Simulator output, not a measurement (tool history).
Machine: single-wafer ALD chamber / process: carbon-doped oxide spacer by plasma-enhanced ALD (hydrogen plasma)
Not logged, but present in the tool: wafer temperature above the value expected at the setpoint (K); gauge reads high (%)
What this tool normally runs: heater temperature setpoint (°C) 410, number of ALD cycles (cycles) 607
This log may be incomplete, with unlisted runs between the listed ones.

| run | hour | heater temperature setpoint (°C) | number of ALD cycles (cycles) | wafers since the last listed run | hours since the last thermocouple change | hours since the gauge calibration | read-back reference wafer on the same gauge, thickness_nm | mean film thickness on the monitor wafer (nm) |
|---|---|---|---|---|---|---|---|---|
| 1 | 0.0 | 410 | 607 | 0 | 941.8 | 119.4 | 25.375 | 29.872 |
| 2 | 12.2 | 410 | 607 | 10 | 954.0 | 131.6 | 25.366 | 29.787 |
| 3 | 28.8 | 410 | 607 | 14 | 970.6 | 148.2 | 25.344 | 29.710 |
| 4 | 64.6 | 410 | 607 | 31 | 1006.4 | 184.0 | 25.313 | 29.701 |
|  | 84.6 | gauge calibrated |
| 5 | 99.2 | 410 | 607 | 30 | 1041.0 | 14.6 | 25.465 | 30.035 |
| 6 | 126.7 | 410 | 607 | 24 | 1068.5 | 42.1 | 25.446 | 30.111 |
| 7 | 142.3 | 410 | 607 | 13 | 1084.1 | 57.7 | 25.423 | 29.950 |
|  | 159.6 | thermocouple changed; heater temperature recalibrated |
| 8 | 174.2 | 410 | 557 | 21 | 14.6 | 89.6 | 25.400 | 27.429 |
| 9 | 192.8 | 422 | 725 | 16 | 33.2 | 108.2 | 25.367 | 34.359 |
| 10 | 296.2 | 410 | 607 | 92 | 136.6 | 211.6 | 25.279 | 29.584 |
|  | 313.3 | gauge calibrated |
| 11 | 328.9 | 410 | 688 | 29 | 169.3 | 15.6 | 25.508 | 33.965 |
| 12 | 342.3 | 397 | 677 | 11 | 182.7 | 29.0 | 25.508 | 34.533 |
| 13 | 373.6 | 418 | 491 | 27 | 214.0 | 60.3 | 25.470 | 23.572 |
| 14 | 413.9 | 395 | 528 | 35 | 254.3 | 100.6 | 25.430 | 26.863 |

Hidden state at the last listed run before each entry between runs and at the first one after, where it differs:
Between runs 4 and 5: gauge calibrated (hour 84.6)
  gauge reads high (%): -0.728 -> -0.113
  measured result minus the result with no hidden state, mean film thickness on the monitor wafer (nm): -0.217 -> -0.034
Between runs 7 and 8: thermocouple changed; heater temperature recalibrated (hour 159.6)
  gauge reads high (%): -0.285 -> -0.413
  measured result minus the result with no hidden state, mean film thickness on the monitor wafer (nm): -0.086 -> -0.113
Between runs 10 and 11: gauge calibrated (hour 313.3)
  gauge reads high (%): -0.901 -> 0.037
  measured result minus the result with no hidden state, mean film thickness on the monitor wafer (nm): -0.269 -> +0.012

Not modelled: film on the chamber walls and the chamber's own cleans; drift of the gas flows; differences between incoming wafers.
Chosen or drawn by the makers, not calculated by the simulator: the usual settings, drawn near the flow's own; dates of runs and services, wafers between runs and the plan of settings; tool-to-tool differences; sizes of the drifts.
